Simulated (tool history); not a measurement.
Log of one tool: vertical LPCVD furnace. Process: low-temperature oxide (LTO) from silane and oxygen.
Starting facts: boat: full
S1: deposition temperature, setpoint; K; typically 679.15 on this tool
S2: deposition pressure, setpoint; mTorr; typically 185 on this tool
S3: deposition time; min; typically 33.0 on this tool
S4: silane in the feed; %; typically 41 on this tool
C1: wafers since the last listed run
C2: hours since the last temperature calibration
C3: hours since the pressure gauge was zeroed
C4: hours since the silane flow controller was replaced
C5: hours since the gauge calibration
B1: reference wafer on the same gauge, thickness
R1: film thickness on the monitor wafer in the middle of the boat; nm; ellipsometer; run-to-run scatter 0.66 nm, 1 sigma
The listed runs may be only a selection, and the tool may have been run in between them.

run 1 hour=0.0 | S1=679.15 S2=170 S3=33.0 S4=41 | C1=0 C2=1341.3 C3=4351.5 C4=2985.1 C5=426.8 | B1=245.01 | R1=252.75
run 2 hour=11.6 | S1=679.15 S2=170 S3=33.0 S4=41 | C1=261 C2=1352.9 C3=4363.1 C4=2996.7 C5=438.4 | B1=245.07 | R1=252.35
run 3 hour=59.4 | S1=679.15 S2=170 S3=33.0 S4=41 | C1=1078 C2=1400.7 C3=4410.9 C4=3044.5 C5=486.2 | B1=244.91 | R1=252.47
run 4 hour=72.3 | S1=679.15 S2=185 S3=33.0 S4=41 | C1=291 C2=1413.6 C3=4423.8 C4=3057.4 C5=499.1 | B1=245.21 | R1=274.27
run 5 hour=90.1 | S1=683.15 S2=185 S3=33.0 S4=41 | C1=401 C2=1431.4 C3=4441.6 C4=3075.2 C5=516.9 | B1=245.05 | R1=287.28
run 6 hour=105.0 | S1=683.15 S2=185 S3=33.0 S4=41 | C1=336 C2=1446.3 C3=4456.5 C4=3090.1 C5=531.8 | B1=245.07 | R1=287.21
run 7 hour=113.0 | S1=683.15 S2=185 S3=33.0 S4=41 | C1=180 C2=1454.3 C3=4464.5 C4=3098.1 C5=539.8 | B1=245.04 | R1=286.90
run 8 hour=122.2 | S1=679.15 S2=185 S3=33.0 S4=34 | C1=207 C2=1463.5 C3=4473.7 C4=3107.3 C5=549.0 | B1=245.15 | R1=217.80
run 9 hour=138.9 | S1=679.15 S2=175 S3=33.0 S4=41 | C1=376 C2=1480.2 C3=4490.4 C4=3124.0 C5=565.7 | B1=244.78 | R1=261.10
run 10 hour=153.8 | S1=679.15 S2=155 S3=38.0 S4=41 | C1=336 C2=1495.1 C3=4505.3 C4=3138.9 C5=580.6 | B1=244.86 | R1=266.04
run 11 hour=169.6 | S1=675.15 S2=185 S3=33.0 S4=41 | C1=356 C2=1510.9 C3=4521.1 C4=3154.7 C5=596.4 | B1=244.76 | R1=263.36
-- hour=218.3 thermocouples replaced and temperature profile calibrated
run 12 hour=218.8 | S1=679.15 S2=185 S3=29.0 S4=41 | C1=568 C2=0.5 C3=4570.3 C4=3203.9 C5=645.6 | B1=245.14 | R1=249.08
run 13 hour=222.5 | S1=679.15 S2=210 S3=33.0 S4=41 | C1=83 C2=4.2 C3=4574.0 C4=3207.6 C5=649.3 | B1=245.24 | R1=319.19
run 14 hour=226.1 | S1=679.15 S2=185 S3=33.0 S4=45 | C1=47 C2=7.8 C3=4577.6 C4=3211.2 C5=652.9 | B1=244.84 | R1=310.87
-- hour=248.6 silane flow controller replaced
run 15 hour=249.1 | S1=679.15 S2=185 S3=25.5 S4=41 | C1=10 C2=30.8 C3=4600.6 C4=0.5 C5=675.9 | B1=244.95 | R1=217.92
run 16 hour=252.8 | S1=679.15 S2=185 S3=33.0 S4=41 | C1=83 C2=34.5 C3=4604.3 C4=4.2 C5=679.6 | B1=245.04 | R1=282.27
-- hour=265.7 gauge calibrated
-- hour=287.0 pressure gauge zeroed
run 17 hour=287.5 | S1=685.15 S2=150 S3=33.0 S4=41 | C1=241 C2=69.2 C3=0.5 C4=38.9 C5=21.8 | B1=244.87 | R1=243.23
run 18 hour=294.7 | S1=679.15 S2=185 S3=36.5 S4=41 | C1=162 C2=76.4 C3=7.7 C4=46.1 C5=29.0 | B1=244.66 | R1=312.06
run 19 hour=301.2 | S1=676.15 S2=145 S3=33.0 S4=47 | C1=146 C2=82.9 C3=14.2 C4=52.6 C5=35.5 | B1=244.97 | R1=246.48
run 20 hour=316.2 | S1=679.15 S2=185 S3=45.0 S4=41 | C1=338 C2=97.9 C3=29.2 C4=67.6 C5=50.5 | B1=245.08 | R1=385.50
run 21 hour=323.7 | S1=679.15 S2=185 S3=23.0 S4=36 | C1=169 C2=105.4 C3=36.7 C4=75.1 C5=58.0 | B1=245.19 | R1=169.22
-- hour=351.2 thermocouples replaced and temperature profile calibrated, repeated, since the last time left the tool worse
run 22 hour=351.7 | S1=679.15 S2=185 S3=33.0 S4=41 | C1=90 C2=0.5 C3=64.7 C4=103.1 C5=86.0 | B1=244.88 | R1=267.15
run 23 hour=355.4 | S1=679.15 S2=185 S3=38.5 S4=41 | C1=83 C2=4.2 C3=68.4 C4=106.8 C5=89.7 | B1=245.28 | R1=313.19
run 24 hour=364.7 | S1=679.15 S2=185 S3=33.0 S4=41 | C1=209 C2=13.5 C3=77.7 C4=116.1 C5=99.0 | B1=245.17 | R1=267.71
run 25 hour=376.3 | S1=679.15 S2=185 S3=33.0 S4=41 | C1=261 C2=25.1 C3=89.3 C4=127.7 C5=110.6 | B1=244.94 | R1=269.24
run 26 hour=387.1 | S1=686.15 S2=185 S3=23.5 S4=41 | C1=243 C2=35.9 C3=100.1 C4=138.5 C5=121.4 | B1=245.12 | R1=205.86
run 27 hour=395.4 | S1=679.15 S2=140 S3=42.0 S4=41 | C1=187 C2=44.2 C3=108.4 C4=146.8 C5=129.7 | B1=244.79 | R1=259.14
run 28 hour=404.3 | S1=679.15 S2=155 S3=22.5 S4=41 | C1=200 C2=53.1 C3=117.3 C4=155.7 C5=138.6 | B1=245.12 | R1=154.37
run 29 hour=411.9 | S1=685.15 S2=140 S3=33.0 S4=33 | C1=171 C2=60.7 C3=124.9 C4=163.3 C5=146.2 | B1=244.61 | R1=165.85
run 30 hour=420.2 | S1=679.15 S2=175 S3=33.0 S4=41 | C1=187 C2=69.0 C3=133.2 C4=171.6 C5=154.5 | B1=245.03 | R1=254.93
run 31 hour=427.3 | S1=679.15 S2=220 S3=33.0 S4=41 | C1=160 C2=76.1 C3=140.3 C4=178.7 C5=161.6 | B1=244.87 | R1=320.56

Alternative continuations, all from the tool just after run 31; predict every row:
run A hour=431.1 | S1=679.15 S2=185 S3=33.0 S4=41 | C1=85 C2=79.9 C3=144.1 C4=182.5 C5=165.4 | B1=? | R1=?
run B hour=431.1 | S1=683.15 S2=140 S3=33.0 S4=44 | C1=85 C2=79.9 C3=144.1 C4=182.5 C5=165.4 | B1=? | R1=?
run C hour=431.1 | S1=679.15 S2=185 S3=33.0 S4=37 | C1=85 C2=79.9 C3=144.1 C4=182.5 C5=165.4 | B1=? | R1=?
run D hour=431.1 | S1=667.15 S2=205 S3=27.5 S4=45 | C1=85 C2=79.9 C3=144.1 C4=182.5 C5=165.4 | B1=? | R1=?

run=A B1=244.82 R1=269.21
run=B B1=244.82 R1=229.26
run=C B1=244.82 R1=238.00
run=D B1=244.82 R1=241.87
What these runs would have given with no unlogged condition in the tool:
run=A R1=267.86
run=B R1=228.15
run=C R1=236.77
run=D R1=240.64
